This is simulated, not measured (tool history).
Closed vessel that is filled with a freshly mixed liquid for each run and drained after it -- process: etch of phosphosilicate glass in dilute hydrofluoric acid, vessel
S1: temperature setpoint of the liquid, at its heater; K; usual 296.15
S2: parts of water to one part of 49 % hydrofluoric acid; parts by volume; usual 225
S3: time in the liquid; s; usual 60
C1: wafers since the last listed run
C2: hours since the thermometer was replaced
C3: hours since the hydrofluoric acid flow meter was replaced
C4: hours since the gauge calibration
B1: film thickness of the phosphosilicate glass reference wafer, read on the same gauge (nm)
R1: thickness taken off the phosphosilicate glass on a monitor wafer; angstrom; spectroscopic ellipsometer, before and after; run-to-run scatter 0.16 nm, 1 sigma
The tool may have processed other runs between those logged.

run     day      S1   S2  S3    C1     C2     C3      C4     B1      R1
  1   0.000  296.15  225  60     0   62.9  579.5   738.3  50.05   400.5
  2   2.842  296.15  225  60  5690  131.1  647.7   806.5  50.02   401.5
  3   4.079  296.15  225  60  2478  160.8  677.4   836.2  50.01   404.2
  4   6.996  296.15  225  40  5840  230.8  747.4   906.2  49.96   267.2
  5   9.888  296.15  225  40  5790  300.2  816.8   975.6  50.06   268.3
  6  11.212  296.15  225  40  2653  332.0  848.6  1007.4  49.99   269.8
  7  13.712  296.15  225  60  5006  392.0  908.6  1067.4  50.04   407.3
     15.067  -- hydrofluoric acid flow meter replaced
  8  16.504  296.15  225  60  5507  459.0   34.5  1134.4  50.01   405.3
  9  18.254  296.15  225  60  3504  501.0   76.5  1176.4  49.96   409.3
 10  19.517  296.15  225  60  2528  531.3  106.8  1206.7  50.01   405.3
 11  21.150  294.65  225  60  3270  570.5  146.0  1245.9  49.98   386.4
 12  23.283  300.15  225  60  4272  621.7  197.2  1297.1  50.01   470.6
 13  25.925  293.15  225  60  5290  685.1  260.6  1360.5  50.06   368.4
 14  28.088  293.15  225  60  4330  737.0  312.5  1412.4  50.04   364.8
 15  29.912  298.65  225  60  3654  780.8  356.3  1456.2  50.02   447.5
 16  31.504  293.65  225  60  3187  819.0  394.5  1494.4  49.96   373.2
 17  32.508  291.15  225  40  2010  843.1  418.6  1518.5  49.98   227.1
 18  34.312  296.15  225  60  3612  886.4  461.9  1561.8  49.99   410.7
 19  36.921  299.65  335  80  5223  949.0  524.5  1624.4  49.98   371.7
     37.738  -- thermometer replaced
 20  39.367  301.15  130  60  4814   39.1  583.2  1683.1  50.02   937.4
 21  41.496  294.15  315  75  4263   90.2  634.3  1734.2  49.97   306.0
 22  43.408  296.15  225  60  3829  136.1  680.2  1780.1  49.99   402.4
     45.525  -- gauge calibrated
 23  45.529  297.65  115  30  4247  187.0  731.1     0.1  50.00   471.8
 24  47.529  296.15  225  60  4005  235.0  779.1    48.1  50.02   404.9
 25  48.738  300.65  135  70  2419  264.0  808.1    77.1  50.04  1028.9
 26  51.217  296.15  155  60  4964  323.5  867.6   136.6  50.02   632.8
 27  53.996  296.15  290  35  5565  390.2  934.3   203.3  49.98   172.4
     54.050  -- hydrofluoric acid flow meter replaced
 28  55.346  297.65  225  35  2620  422.6   31.1   235.7  50.02   251.6
 29  56.833  294.65  280  70  2978  458.3   66.8   271.4  50.03   345.3
 30  59.608  298.65  225  60  5557  524.9  133.4   338.0  50.01   446.1
 31  62.329  296.15  225  40  5448  590.2  198.7   403.3  50.03   273.1

Table of differences, measured result less the result of that run with no hidden state. Run-to-run variation is the same in both. Gauge scatter possibly is not:
What the log doesn't record here: liquid hotter than its thermometer reads (K); hydrofluoric acid flow above the setpoint (%); gauge reads high (%).
run     R1
  1   +0.9
  2   +1.8
  3   +2.2
  4   +2.1
  5   +2.6
  6   +2.9
  7   +5.2
  8   +6.1
  9   +6.7
 10   +6.9
 11   +7.3
 12   +9.0
 13   +8.4
 14   +8.9
 15  +10.8
 16  +10.2
 17   +6.5
 18  +11.7
 19  +10.1
 20   +2.5
 21   +1.2
 22   +2.2
 23   +3.7
 24   +3.6
 25  +10.3
 26   +7.8
 27   +2.3
 28   +3.7
 29   +5.5
 30   +7.9
 31   +5.5
